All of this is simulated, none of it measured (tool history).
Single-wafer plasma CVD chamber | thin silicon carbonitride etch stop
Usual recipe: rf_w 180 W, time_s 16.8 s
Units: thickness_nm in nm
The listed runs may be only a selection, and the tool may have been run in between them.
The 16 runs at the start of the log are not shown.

run	hour	rf_w	time_s	read-back reference wafer on the same gauge, thickness_nm	thickness_nm
17	1247.9	180	14.6	10.712	8.136
18	1346.3	155	15.2	10.733	8.031
# hour 1413.2: thermocouple changed; heater temperature recalibrated
19	1440.2	210	18.6	10.736	10.819
# hour 1456.7: RF generator calibrated
20	1482.6	150	14.7	10.711	7.513
21	1568.2	200	18.4	10.716	10.488
22	1622.9	180	16.8	10.714	9.172
23	1684.1	180	16.8	10.729	9.154
# hour 1720: gauge calibrated
24	1771.8	180	16.8	10.712	9.207
25	1826.9	170	14.7	10.694	7.906
26	1869.9	215	19.8	10.714	11.602
27	1948.9	200	19	10.705	10.718
28	2001.4	165	15.4	10.696	8.129
29	2044.4	145	18.2	10.705	9.166
30	2093.8	190	14.5	10.699	8.026
# hour 2105: RF generator calibrated, repeated, since the last time left the tool worse
31	2194.8	150	18.9	10.696	9.908
32	2248.1	190	19.4	10.703	11.034
33	2347.4	180	16.8	10.712	9.437
34	2407.5	180	16.8	10.702	9.371

Branching from run 34: 5 alternative next runs. What would each branch give?
A	2407.9	200	16.8	?	?
B	2407.9	200	18.7	?	?
C	2407.9	210	18.2	?	?
D	2407.9	155	19.9	?	?
E	2407.9	180	18.7	?	?

run	read-back reference wafer on the same gauge, thickness_nm	thickness_nm
A	10.717	9.76
B	10.717	10.864
C	10.717	10.749
D	10.717	10.59
E	10.717	10.481
With no hidden state in the tool, these same runs would have given:
run	thickness_nm
A	9.824
B	10.935
C	10.819
D	10.659
E	10.55
